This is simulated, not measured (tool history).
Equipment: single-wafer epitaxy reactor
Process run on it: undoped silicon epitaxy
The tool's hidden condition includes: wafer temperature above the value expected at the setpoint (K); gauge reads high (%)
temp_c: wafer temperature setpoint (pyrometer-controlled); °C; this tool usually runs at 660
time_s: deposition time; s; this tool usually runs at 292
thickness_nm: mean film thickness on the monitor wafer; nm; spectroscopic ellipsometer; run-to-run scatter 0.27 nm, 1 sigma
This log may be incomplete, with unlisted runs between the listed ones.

run	hour	temp_c	time_s	wafers since the last listed run	hours since the last pyrometer calibration	hours since the gauge calibration	read-back reference wafer on the same gauge, thickness_nm	thickness_nm
1	0.0	655	292	0	759.4	463.6	65.579	50.406
2	35.4	655	292	135	794.8	499.0	65.674	50.349
3	57.4	660	327	84	816.8	521.0	65.527	62.596
# hour 71.5: gauge calibrated
4	76.8	660	264	74	836.2	5.3	66.971	51.815
5	96.4	660	264	75	855.8	24.9	66.881	51.581
6	130.8	660	264	131	890.2	59.3	66.600	50.983
7	152.1	650	292	81	911.5	80.6	66.572	46.456
8	177.9	650	292	98	937.3	106.4	66.332	46.078
9	202.6	650	292	94	962.0	131.1	66.164	46.004
10	235.9	660	292	127	995.3	164.4	66.122	55.807
# hour 287.4: pyrometer calibrated
11	302.4	660	292	224	15.0	230.9	65.922	55.603
12	332.5	660	292	115	45.1	261.0	65.869	55.969
13	353.7	660	292	81	66.3	282.2	65.750	55.813
14	375.2	660	255	82	87.8	303.7	65.694	48.621
15	410.0	660	255	133	122.6	338.5	65.595	48.562
16	429.6	660	255	75	142.2	358.1	65.644	48.751
17	459.2	660	323	113	171.8	387.7	65.541	62.160
18	475.1	660	323	60	187.7	403.6	65.472	61.919
19	491.3	660	292	62	203.9	419.8	65.569	55.915
20	503.8	660	339	47	216.4	432.3	65.565	64.394
21	533.7	660	338	114	246.3	462.2	65.568	64.397
22	546.1	660	314	47	258.7	474.6	65.511	60.080
23	579.7	660	249	128	292.3	508.2	65.478	47.490
24	592.2	649	292	47	304.8	520.7	65.378	44.377
25	623.9	660	322	121	336.5	552.4	65.403	61.759
26	655.8	665	307	122	368.4	584.3	65.330	65.243
27	677.3	650	341	82	389.9	605.8	65.371	53.078
28	695.6	660	292	70	408.2	624.1	65.399	55.852
# hour 703.3: gauge calibrated
29	712.0	660	292	62	424.6	8.7	67.425	57.589
30	733.8	672	255	83	446.4	30.5	67.270	62.894
31	759.6	665	317	98	472.2	56.3	67.062	68.639
32	791.1	656	341	120	503.7	87.8	66.816	60.967
33	822.3	660	344	119	534.9	119.0	66.637	66.856
34	854.7	660	262	124	567.3	151.4	66.588	51.390
35	882.3	670	254	105	594.9	179.0	66.513	59.819
36	902.4	660	292	76	615.0	199.1	66.352	56.627
37	925.6	670	265	88	638.2	222.3	66.331	62.443

Same runs, no hidden state in the tool, same run-to-run variation:
run	thickness_nm
1	51.528
2	51.492
3	64.033
4	51.892
5	51.777
6	51.359
7	46.889
8	46.605
9	46.612
10	56.663
11	56.640
12	57.079
13	56.962
14	49.655
15	49.641
16	49.857
17	63.610
18	63.382
19	57.252
20	65.947
21	65.979
22	61.566
23	48.684
24	45.499
25	63.339
26	66.929
27	54.458
28	57.311
29	57.320
30	62.757
31	68.670
32	61.166
33	67.234
34	51.791
35	60.380
36	57.217
37	63.161

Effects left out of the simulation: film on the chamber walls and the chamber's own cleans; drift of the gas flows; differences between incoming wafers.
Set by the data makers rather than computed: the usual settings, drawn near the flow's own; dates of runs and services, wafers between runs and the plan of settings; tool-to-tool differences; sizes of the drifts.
